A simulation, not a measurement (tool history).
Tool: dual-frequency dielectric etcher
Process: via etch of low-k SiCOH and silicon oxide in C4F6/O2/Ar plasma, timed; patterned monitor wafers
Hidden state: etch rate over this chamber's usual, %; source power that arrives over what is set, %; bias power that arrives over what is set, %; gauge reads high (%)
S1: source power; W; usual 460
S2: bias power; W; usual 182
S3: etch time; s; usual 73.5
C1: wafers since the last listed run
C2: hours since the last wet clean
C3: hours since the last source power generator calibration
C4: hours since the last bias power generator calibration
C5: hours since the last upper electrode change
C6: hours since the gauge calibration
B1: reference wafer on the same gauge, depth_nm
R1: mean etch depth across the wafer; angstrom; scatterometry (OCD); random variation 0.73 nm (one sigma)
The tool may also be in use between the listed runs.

{"run": 1, "hour": 0.0, "S1": 460, "S2": 182, "S3": 73.5, "C1": 0, "C2": 166.2, "C3": 3473.1, "C4": 2943.1, "C5": 4345.8, "C6": 443.5, "B1": 219.3, "R1": 2176}
{"run": 2, "hour": 22.3, "S1": 460, "S2": 182, "S3": 73.5, "C1": 169, "C2": 188.5, "C3": 3495.4, "C4": 2965.4, "C5": 4368.1, "C6": 465.8, "B1": 219.1, "R1": 2177}
{"run": 3, "hour": 57.8, "S1": 460, "S2": 182, "S3": 73.5, "C1": 270, "C2": 224, "C3": 3530.9, "C4": 3000.9, "C5": 4403.6, "C6": 501.3, "B1": 218.9, "R1": 2181}
{"run": 4, "hour": 76.8, "S1": 460, "S2": 182, "S3": 73.5, "C1": 144, "C2": 243, "C3": 3549.9, "C4": 3019.9, "C5": 4422.6, "C6": 520.3, "B1": 219, "R1": 2184}
{"run": 5, "hour": 110.5, "S1": 460, "S2": 182, "S3": 73.5, "C1": 256, "C2": 276.7, "C3": 3583.6, "C4": 3053.6, "C5": 4456.3, "C6": 554, "B1": 219, "R1": 2190}
{"run": 6, "hour": 126.7, "S1": 460, "S2": 182, "S3": 73.5, "C1": 123, "C2": 292.9, "C3": 3599.8, "C4": 3069.8, "C5": 4472.5, "C6": 570.2, "B1": 219.3, "R1": 2201}
{"run": 7, "hour": 142.1, "S1": 460, "S2": 182, "S3": 73.5, "C1": 117, "C2": 308.3, "C3": 3615.2, "C4": 3085.2, "C5": 4487.9, "C6": 585.6, "B1": 219, "R1": 2198}
{"run": 8, "hour": 167.0, "S1": 460, "S2": 182, "S3": 73.5, "C1": 189, "C2": 333.2, "C3": 3640.1, "C4": 3110.1, "C5": 4512.8, "C6": 610.5, "B1": 218.8, "R1": 2196}
{"hour": 206.0, "done": "gauge calibrated"}
{"hour": 214.4, "done": "wet clean of the chamber"}
{"run": 9, "hour": 214.9, "S1": 380, "S2": 164, "S3": 73.5, "C1": 182, "C2": 0.5, "C3": 3688, "C4": 3158, "C5": 4560.7, "C6": 8.9, "B1": 219.2, "R1": 1915}
{"run": 10, "hour": 221.8, "S1": 380, "S2": 164, "S3": 73.5, "C1": 52, "C2": 7.4, "C3": 3694.9, "C4": 3164.9, "C5": 4567.6, "C6": 15.8, "B1": 218.8, "R1": 1914}
{"hour": 254.7, "done": "source power generator calibrated"}
{"run": 11, "hour": 255.2, "S1": 380, "S2": 164, "S3": 73.5, "C1": 224, "C2": 40.8, "C3": 0.5, "C4": 3198.3, "C5": 4601, "C6": 49.2, "B1": 218.9, "R1": 1931}
{"run": 12, "hour": 290.9, "S1": 460, "S2": 159, "S3": 90, "C1": 272, "C2": 76.5, "C3": 36.2, "C4": 3234, "C5": 4636.7, "C6": 84.9, "B1": 218.9, "R1": 2545}
{"run": 13, "hour": 314.4, "S1": 460, "S2": 151, "S3": 57, "C1": 179, "C2": 100, "C3": 59.7, "C4": 3257.5, "C5": 4660.2, "C6": 108.4, "B1": 219, "R1": 1586}
{"run": 14, "hour": 346.7, "S1": 550, "S2": 182, "S3": 87, "C1": 246, "C2": 132.3, "C3": 92, "C4": 3289.8, "C5": 4692.5, "C6": 140.7, "B1": 219.1, "R1": 2736}
{"run": 15, "hour": 382.3, "S1": 540, "S2": 182, "S3": 73.5, "C1": 271, "C2": 167.9, "C3": 127.6, "C4": 3325.4, "C5": 4728.1, "C6": 176.3, "B1": 219.1, "R1": 2327}
{"hour": 388.6, "done": "bias power generator calibrated"}
{"run": 16, "hour": 416.5, "S1": 460, "S2": 182, "S3": 73.5, "C1": 230, "C2": 202.1, "C3": 161.8, "C4": 27.9, "C5": 4762.3, "C6": 210.5, "B1": 218.9, "R1": 2175}
{"hour": 453.7, "done": "upper electrode replaced"}
{"run": 17, "hour": 454.2, "S1": 380, "S2": 182, "S3": 85, "C1": 104, "C2": 239.8, "C3": 199.5, "C4": 65.6, "C5": 0.5, "C6": 248.2, "B1": 218.9, "R1": 2327}
{"run": 18, "hour": 454.9, "S1": 460, "S2": 182, "S3": 73.5, "C1": 5, "C2": 240.5, "C3": 200.2, "C4": 66.3, "C5": 1.2, "C6": 248.9, "B1": 219, "R1": 2172}
{"run": 19, "hour": 480.1, "S1": 460, "S2": 182, "S3": 73.5, "C1": 192, "C2": 265.7, "C3": 225.4, "C4": 91.5, "C5": 26.4, "C6": 274.1, "B1": 219, "R1": 2180}
{"run": 20, "hour": 511.1, "S1": 460, "S2": 224, "S3": 89, "C1": 236, "C2": 296.7, "C3": 256.4, "C4": 122.5, "C5": 57.4, "C6": 305.1, "B1": 219, "R1": 2830}
{"run": 21, "hour": 529.2, "S1": 460, "S2": 182, "S3": 90, "C1": 137, "C2": 314.8, "C3": 274.5, "C4": 140.6, "C5": 75.5, "C6": 323.2, "B1": 218.8, "R1": 2692}
{"run": 22, "hour": 546.6, "S1": 460, "S2": 182, "S3": 73.5, "C1": 132, "C2": 332.2, "C3": 291.9, "C4": 158, "C5": 92.9, "C6": 340.6, "B1": 219.1, "R1": 2190}
{"run": 23, "hour": 562.8, "S1": 460, "S2": 168, "S3": 73.5, "C1": 123, "C2": 348.4, "C3": 308.1, "C4": 174.2, "C5": 109.1, "C6": 356.8, "B1": 218.9, "R1": 2156}
{"hour": 613.4, "done": "wet clean of the chamber"}
{"run": 24, "hour": 613.9, "S1": 460, "S2": 182, "S3": 88.5, "C1": 206, "C2": 0.5, "C3": 359.2, "C4": 225.3, "C5": 160.2, "C6": 407.9, "B1": 219.1, "R1": 2576}
{"run": 25, "hour": 625.2, "S1": 350, "S2": 166, "S3": 53, "C1": 86, "C2": 11.8, "C3": 370.5, "C4": 236.6, "C5": 171.5, "C6": 419.2, "B1": 218.7, "R1": 1356}
{"run": 26, "hour": 652.9, "S1": 460, "S2": 158, "S3": 53.5, "C1": 211, "C2": 39.5, "C3": 398.2, "C4": 264.3, "C5": 199.2, "C6": 446.9, "B1": 218.9, "R1": 1508}
{"run": 27, "hour": 676.7, "S1": 410, "S2": 182, "S3": 73.5, "C1": 181, "C2": 63.3, "C3": 422, "C4": 288.1, "C5": 223, "C6": 470.7, "B1": 219, "R1": 2052}

4 ways to go on from here, each from the tool as it stands after run 27. What would each give?
{"run": "A", "hour": 677.1, "S1": 340, "S2": 182, "S3": 73.5, "C1": 3, "C2": 63.7, "C3": 422.4, "C4": 288.5, "C5": 223.4, "C6": 471.1, "B1": "?", "R1": "?"}
{"run": "B", "hour": 677.1, "S1": 460, "S2": 182, "S3": 87.5, "C1": 3, "C2": 63.7, "C3": 422.4, "C4": 288.5, "C5": 223.4, "C6": 471.1, "B1": "?", "R1": "?"}
{"run": "C", "hour": 677.1, "S1": 350, "S2": 148, "S3": 79, "C1": 3, "C2": 63.7, "C3": 422.4, "C4": 288.5, "C5": 223.4, "C6": 471.1, "B1": "?", "R1": "?"}
{"run": "D", "hour": 677.1, "S1": 380, "S2": 167, "S3": 65, "C1": 3, "C2": 63.7, "C3": 422.4, "C4": 288.5, "C5": 223.4, "C6": 471.1, "B1": "?", "R1": "?"}

run=A B1=218.9 R1=1903
run=B B1=218.9 R1=2564
run=C B1=218.9 R1=1958
run=D B1=218.9 R1=1721
Without the tool's hidden state the same runs would have given:
run=A R1=1884
run=B R1=2537
run=C R1=1938
run=D R1=1703

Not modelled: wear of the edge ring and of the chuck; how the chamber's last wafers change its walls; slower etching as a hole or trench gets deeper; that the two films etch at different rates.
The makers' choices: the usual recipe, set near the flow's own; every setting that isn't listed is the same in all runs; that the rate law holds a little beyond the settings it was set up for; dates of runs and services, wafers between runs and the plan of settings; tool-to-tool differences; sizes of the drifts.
